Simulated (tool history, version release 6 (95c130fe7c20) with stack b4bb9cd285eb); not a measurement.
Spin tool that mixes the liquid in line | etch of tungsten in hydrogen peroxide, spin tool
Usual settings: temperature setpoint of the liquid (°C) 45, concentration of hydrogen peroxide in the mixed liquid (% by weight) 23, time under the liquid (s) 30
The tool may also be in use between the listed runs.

run     day  temperature setpoint of the liquid (°C)  concentration of hydrogen peroxide in the mixed liquid (% by weight)  time under the liquid (s)  wafers since the last listed run  hours since the thermometer was replaced  hours since the peroxide flow meter was replaced  hours since the heated supply line was repaired  hours since the drum of peroxide was connected  hours since the gauge calibration  read-back film thickness of the tungsten reference wafer, read on the same gauge (nm)  thickness taken off the tungsten on a monitor wafer (nm)
  1       0                                       45                                                                    23                         30                                 0                                     484.8                                            2057.7                                           3153.1                                          1241.3                              241.1                                                                                 100.01                                                     32.77
  2   0.667                                       45                                                                    23                         30                               163                                     500.8                                            2073.7                                           3169.1                                          1257.3                              257.1                                                                                  99.97                                                     32.96
  3   1.138                                     42.5                                                                    23                         30                               115                                     512.1                                              2085                                           3180.4                                          1268.6                              268.4                                                                                 100.01                                                     27.76
  4   1.621                                     42.5                                                                    23                         30                               118                                     523.7                                            2096.6                                             3192                                          1280.2                                280                                                                                 100.02                                                        28
  5    2.25                                     42.5                                                                    23                         30                               154                                     538.8                                            2111.7                                           3207.1                                          1295.3                              295.1                                                                                 100.01                                                     27.74
      2.617  -- thermometer replaced
  6   2.754                                       45                                                                    23                         30                               113                                       3.3                                            2123.8                                           3219.2                                          1307.4                              307.2                                                                                 100.03                                                     33.88
  7   3.033                                       45                                                                    23                         30                                68                                        10                                            2130.5                                           3225.9                                          1314.1                              313.9                                                                                  99.98                                                     34.34
  8   3.388                                     49.5                                                                    17                         40                                87                                      18.5                                              2139                                           3234.4                                          1322.6                              322.4                                                                                  99.99                                                     51.21
      3.467  -- new drum of peroxide connected
  9   3.975                                       45                                                                    23                         30                               134                                      32.6                                            2153.1                                           3248.5                                            12.2                              336.5                                                                                    100                                                     33.84
      4.483  -- gauge calibrated
 10     4.7                                     51.5                                                                    19                         50                               178                                        50                                            2170.5                                           3265.9                                            29.6                                5.2                                                                                 100.03                                                     77.42
 11   5.354                                       42                                                                  26.5                         30                               160                                      65.7                                            2186.2                                           3281.6                                            45.3                               20.9                                                                                 100.03                                                     29.86
      5.738  -- heated supply line repaired
 12   6.029                                       45                                                                    16                         15                               155                                      81.9                                            2202.4                                                7                                            61.5                               37.1                                                                                  99.98                                                     17.25
 13   6.758                                     40.5                                                                    23                         30                               179                                      99.4                                            2219.9                                             24.5                                              79                               54.6                                                                                  99.99                                                     31.09
      6.971  -- peroxide flow meter replaced
 14   7.354                                       45                                                                    28                         15                               136                                     113.7                                               9.2                                             38.8                                            93.3                               68.9                                                                                  99.99                                                     22.77
 15   7.929                                       38                                                                  25.5                         50                               141                                     127.5                                                23                                             52.6                                           107.1                               82.7                                                                                  99.98                                                      45.5
 16   8.588                                       40                                                                  26.5                         30                               161                                     143.3                                              38.8                                             68.4                                           122.9                               98.5                                                                                 100.02                                                     32.06
 17   9.158                                     47.5                                                                    23                         15                               140                                       157                                              52.5                                             82.1                                           136.6                              112.2                                                                                    100                                                     24.09
 18   9.462                                     37.5                                                                    30                         30                                74                                     164.3                                              59.8                                             89.4                                           143.9                              119.5                                                                                  99.99                                                     29.02
 19   9.921                                       54                                                                    26                         30                               112                                     175.3                                              70.8                                            100.4                                           154.9                              130.5                                                                                  99.98                                                     74.92
 20   10.85                                       49                                                                    23                         20                               228                                     197.6                                              93.1                                            122.7                                           177.2                              152.8                                                                                  99.97                                                     34.41
 21  11.308                                     40.5                                                                  29.5                         15                               112                                     208.6                                             104.1                                            133.7                                           188.2                              163.8                                                                                 100.02                                                     17.28
 22  12.033                                       45                                                                    23                         30                               178                                       226                                             121.5                                            151.1                                           205.6                              181.2                                                                                 100.02                                                     40.44
 23  12.471                                       45                                                                    23                         45                               107                                     236.5                                               132                                            161.6                                           216.1                              191.7                                                                                 100.03                                                     60.66
 24  12.725                                       45                                                                    23                         30                                62                                     242.6                                             138.1                                            167.7                                           222.2                              197.8                                                                                  99.99                                                     40.06
 25  13.175                                       42                                                                    23                         35                               110                                     253.4                                             148.9                                            178.5                                             233                              208.6                                                                                  99.98                                                     38.95

5 ways to go on from here, each from the tool as it stands after run 25. What would each give?
  A  13.192                                       45                                                                    23                         35                                 4                                     253.8                                             149.3                                            178.9                                           233.4                                209                                                                                      ?                                                         ?
  B  13.192                                       45                                                                    28                         45                                 4                                     253.8                                             149.3                                            178.9                                           233.4                                209                                                                                      ?                                                         ?
  C  13.192                                       45                                                                  19.5                         40                                 4                                     253.8                                             149.3                                            178.9                                           233.4                                209                                                                                      ?                                                         ?
  D  13.192                                       45                                                                    23                         15                                 4                                     253.8                                             149.3                                            178.9                                           233.4                                209                                                                                      ?                                                         ?
  E  13.192                                       55                                                                    23                         15                                 4                                     253.8                                             149.3                                            178.9                                           233.4                                209                                                                                      ?                                                         ?

run  read-back film thickness of the tungsten reference wafer, read on the same gauge (nm)  thickness taken off the tungsten on a monitor wafer (nm)
  A                                                                                  99.98                                                        47
  B                                                                                  99.98                                                     66.67
  C                                                                                  99.98                                                     49.45
  D                                                                                  99.98                                                     20.14
  E                                                                                  99.98                                                     37.25
Without the tool's hidden state the same runs would have given:
run  thickness taken off the tungsten on a monitor wafer (nm)
  A                                                     49.87
  B                                                     70.75
  C                                                     52.48
  D                                                     21.37
  E                                                     39.39
